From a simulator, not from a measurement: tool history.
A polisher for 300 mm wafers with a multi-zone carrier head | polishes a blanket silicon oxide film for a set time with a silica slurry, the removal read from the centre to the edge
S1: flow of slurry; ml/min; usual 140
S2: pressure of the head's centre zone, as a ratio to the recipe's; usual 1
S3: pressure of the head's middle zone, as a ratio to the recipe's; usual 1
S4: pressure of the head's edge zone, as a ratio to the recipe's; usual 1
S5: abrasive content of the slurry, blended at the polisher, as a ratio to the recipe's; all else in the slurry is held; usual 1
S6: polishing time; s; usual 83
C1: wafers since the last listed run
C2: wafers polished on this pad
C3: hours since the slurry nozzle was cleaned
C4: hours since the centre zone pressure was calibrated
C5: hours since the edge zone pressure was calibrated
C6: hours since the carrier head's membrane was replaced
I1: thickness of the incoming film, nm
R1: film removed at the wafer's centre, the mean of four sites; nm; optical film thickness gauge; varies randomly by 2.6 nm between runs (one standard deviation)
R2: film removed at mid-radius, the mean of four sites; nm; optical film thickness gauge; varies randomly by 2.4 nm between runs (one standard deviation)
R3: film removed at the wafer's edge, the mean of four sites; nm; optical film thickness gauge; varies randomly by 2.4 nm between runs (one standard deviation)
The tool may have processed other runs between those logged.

{"run": 1, "day": 0.0, "S1": 170, "S2": 1, "S3": 1, "S4": 1.09, "S5": 0.75, "S6": 63, "C1": 0, "C2": 1330, "C3": 652.5, "C4": 182.3, "C5": 1267.3, "C6": 232.4, "I1": 1413.9, "R1": 131.9, "R2": 131.8, "R3": 131}
{"day": 0.175, "done": "edge zone pressure recalibrated"}
{"day": 0.725, "done": "slurry nozzle cleaned"}
{"run": 2, "day": 4.354, "S1": 140, "S2": 1, "S3": 1, "S4": 1, "S5": 1, "S6": 83, "C1": 1076, "C2": 2406, "C3": 87.1, "C4": 286.8, "C5": 100.3, "C6": 336.9, "I1": 1412.8, "R1": 187.3, "R2": 197.3, "R3": 188.4}
{"run": 3, "day": 8.454, "S1": 140, "S2": 1, "S3": 1, "S4": 0.89, "S5": 1, "S6": 83, "C1": 1043, "C2": 3450, "C3": 185.5, "C4": 385.2, "C5": 198.7, "C6": 435.3, "I1": 1404.8, "R1": 188.9, "R2": 195.9, "R3": 180.6}
{"run": 4, "day": 10.238, "S1": 140, "S2": 0.88, "S3": 1, "S4": 1, "S5": 1, "S6": 73, "C1": 453, "C2": 3904, "C3": 228.3, "C4": 428, "C5": 241.5, "C6": 478.1, "I1": 1388.3, "R1": 149.4, "R2": 170.4, "R3": 166.3}
{"run": 5, "day": 13.6, "S1": 140, "S2": 1, "S3": 1, "S4": 1.08, "S5": 1, "S6": 83, "C1": 855, "C2": 4760, "C3": 309, "C4": 508.7, "C5": 322.2, "C6": 558.8, "I1": 1433.5, "R1": 188.2, "R2": 196.8, "R3": 194.6}
{"run": 6, "day": 15.396, "S1": 140, "S2": 1.07, "S3": 1, "S4": 1, "S5": 1, "S6": 56, "C1": 457, "C2": 5217, "C3": 352.1, "C4": 551.8, "C5": 365.3, "C6": 601.9, "I1": 1413.5, "R1": 136.7, "R2": 129.3, "R3": 126.4}
{"run": 7, "day": 17.408, "S1": 140, "S2": 1, "S3": 1, "S4": 1, "S5": 1, "S6": 83, "C1": 512, "C2": 5729, "C3": 400.4, "C4": 600.1, "C5": 413.6, "C6": 650.2, "I1": 1414.5, "R1": 185.4, "R2": 195.8, "R3": 190.9}
{"run": 8, "day": 20.054, "S1": 140, "S2": 1, "S3": 1.07, "S4": 1, "S5": 1.3, "S6": 83, "C1": 673, "C2": 6403, "C3": 463.9, "C4": 663.6, "C5": 477.1, "C6": 713.7, "I1": 1423, "R1": 209.1, "R2": 228.4, "R3": 211.7}
{"run": 9, "day": 22.579, "S1": 140, "S2": 1, "S3": 1, "S4": 0.95, "S5": 1, "S6": 83, "C1": 642, "C2": 7045, "C3": 524.5, "C4": 724.2, "C5": 537.7, "C6": 774.3, "I1": 1405.4, "R1": 189.6, "R2": 190.4, "R3": 184.9}
{"day": 23.208, "done": "worn pad replaced by a new one"}
{"day": 23.354, "done": "centre zone pressure recalibrated"}
{"run": 10, "day": 25.596, "S1": 110, "S2": 1, "S3": 1, "S4": 1, "S5": 0.8, "S6": 83, "C1": 704, "C2": 586, "C3": 596.9, "C4": 53.8, "C5": 610.1, "C6": 846.7, "I1": 1421.7, "R1": 160.5, "R2": 161.5, "R3": 165}
{"run": 11, "day": 29.375, "S1": 140, "S2": 1, "S3": 1, "S4": 0.89, "S5": 1, "S6": 83, "C1": 961, "C2": 1548, "C3": 687.6, "C4": 144.5, "C5": 700.8, "C6": 937.4, "I1": 1419.7, "R1": 190.3, "R2": 195.9, "R3": 184.2}

Predict the results of run 12:
{"day": 30.883, "done": "slurry nozzle cleaned"}
{"run": 12, "day": 36.683, "S1": 140, "S2": 0.94, "S3": 1, "S4": 1, "S5": 1, "S6": 83, "C1": 1849, "C2": 3398, "C3": 139.2, "C4": 319.9, "C5": 876.2, "C6": 1112.8, "I1": 1421.3, "R1": "?", "R2": "?", "R3": "?"}

{"run 12": {"R1": 178.2, "R2": 194, "R3": 192.2}}
The same run, on a tool lacking any hidden state, would have yielded R1 178.2 nm, R2 194 nm, R3 192.2 nm.
